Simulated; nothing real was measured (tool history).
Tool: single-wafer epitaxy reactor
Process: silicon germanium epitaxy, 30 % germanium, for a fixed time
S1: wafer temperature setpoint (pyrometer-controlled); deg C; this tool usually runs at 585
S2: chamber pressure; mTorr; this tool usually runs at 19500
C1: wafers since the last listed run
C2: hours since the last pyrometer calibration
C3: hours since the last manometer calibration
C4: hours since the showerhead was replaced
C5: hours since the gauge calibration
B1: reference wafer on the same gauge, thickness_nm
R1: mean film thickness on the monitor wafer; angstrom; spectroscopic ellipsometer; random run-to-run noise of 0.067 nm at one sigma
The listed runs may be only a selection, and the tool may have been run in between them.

{"run": 1, "hour": 0.0, "S1": 579, "S2": 19500, "C1": 0, "C2": 1854.8, "C3": 3031.5, "C4": 7221.1, "C5": 71, "B1": 39.801, "R1": 343.2}
{"run": 2, "hour": 34.8, "S1": 577, "S2": 19500, "C1": 834, "C2": 1889.6, "C3": 3066.3, "C4": 7255.9, "C5": 105.8, "B1": 39.797, "R1": 326.07}
{"run": 3, "hour": 42.6, "S1": 577, "S2": 19500, "C1": 187, "C2": 1897.4, "C3": 3074.1, "C4": 7263.7, "C5": 113.6, "B1": 39.802, "R1": 326.49}
{"run": 4, "hour": 60.4, "S1": 589, "S2": 19500, "C1": 426, "C2": 1915.2, "C3": 3091.9, "C4": 7281.5, "C5": 131.4, "B1": 39.8, "R1": 423.01}
{"run": 5, "hour": 67.7, "S1": 577, "S2": 21800, "C1": 175, "C2": 1922.5, "C3": 3099.2, "C4": 7288.8, "C5": 138.7, "B1": 39.796, "R1": 336.76}
{"hour": 71.7, "done": "gauge calibrated"}
{"run": 6, "hour": 74.7, "S1": 577, "S2": 21800, "C1": 167, "C2": 1929.5, "C3": 3106.2, "C4": 7295.8, "C5": 3, "B1": 39.805, "R1": 336.46}
{"hour": 89.4, "done": "showerhead replaced"}
{"run": 7, "hour": 89.9, "S1": 585, "S2": 19500, "C1": 172, "C2": 1944.7, "C3": 3121.4, "C4": 0.5, "C5": 18.2, "B1": 39.796, "R1": 387.17}
{"run": 8, "hour": 94.4, "S1": 585, "S2": 19500, "C1": 107, "C2": 1949.2, "C3": 3125.9, "C4": 5, "C5": 22.7, "B1": 39.804, "R1": 387.66}
{"run": 9, "hour": 102.2, "S1": 585, "S2": 19500, "C1": 187, "C2": 1957, "C3": 3133.7, "C4": 12.8, "C5": 30.5, "B1": 39.788, "R1": 386.33}
{"run": 10, "hour": 110.0, "S1": 591, "S2": 19500, "C1": 187, "C2": 1964.8, "C3": 3141.5, "C4": 20.6, "C5": 38.3, "B1": 39.796, "R1": 438.7}
{"hour": 118.8, "done": "capacitance manometer re-zeroed and calibrated"}
{"hour": 131.8, "done": "pyrometer calibrated"}
{"run": 11, "hour": 132.3, "S1": 585, "S2": 23900, "C1": 151, "C2": 0.5, "C3": 13.5, "C4": 42.9, "C5": 60.6, "B1": 39.806, "R1": 484.7}
{"run": 12, "hour": 137.2, "S1": 585, "S2": 23900, "C1": 117, "C2": 5.4, "C3": 18.4, "C4": 47.8, "C5": 65.5, "B1": 39.799, "R1": 485.72}
{"run": 13, "hour": 150.9, "S1": 596, "S2": 19500, "C1": 328, "C2": 19.1, "C3": 32.1, "C4": 61.5, "C5": 79.2, "B1": 39.802, "R1": 576.21}
{"run": 14, "hour": 161.9, "S1": 571, "S2": 23900, "C1": 263, "C2": 30.1, "C3": 43.1, "C4": 72.5, "C5": 90.2, "B1": 39.799, "R1": 355.59}
{"run": 15, "hour": 170.5, "S1": 580, "S2": 21900, "C1": 206, "C2": 38.7, "C3": 51.7, "C4": 81.1, "C5": 98.8, "B1": 39.804, "R1": 422.36}
{"run": 16, "hour": 187.0, "S1": 576, "S2": 16100, "C1": 395, "C2": 55.2, "C3": 68.2, "C4": 97.6, "C5": 115.3, "B1": 39.803, "R1": 352.08}
{"run": 17, "hour": 195.6, "S1": 593, "S2": 19500, "C1": 206, "C2": 63.8, "C3": 76.8, "C4": 106.2, "C5": 123.9, "B1": 39.804, "R1": 537.9}

4 ways to go on from here, each from the tool as it stands after run 17. What would each give?
{"run": "A", "hour": 196.0, "S1": 571, "S2": 19500, "C1": 9, "C2": 64.2, "C3": 77.2, "C4": 106.6, "C5": 124.3, "B1": "?", "R1": "?"}
{"run": "B", "hour": 196.0, "S1": 594, "S2": 15600, "C1": 9, "C2": 64.2, "C3": 77.2, "C4": 106.6, "C5": 124.3, "B1": "?", "R1": "?"}
{"run": "C", "hour": 196.0, "S1": 600, "S2": 16900, "C1": 9, "C2": 64.2, "C3": 77.2, "C4": 106.6, "C5": 124.3, "B1": "?", "R1": "?"}
{"run": "D", "hour": 196.0, "S1": 581, "S2": 15900, "C1": 9, "C2": 64.2, "C3": 77.2, "C4": 106.6, "C5": 124.3, "B1": "?", "R1": "?"}

run=A B1=39.792 R1=334.63
run=B B1=39.792 R1=514.76
run=C B1=39.792 R1=597.37
run=D B1=39.792 R1=392.09
Had the tool no hidden state, the same runs would have come out as:
run=A R1=328.59
run=B R1=506.02
run=C R1=587.38
run=D R1=385.2
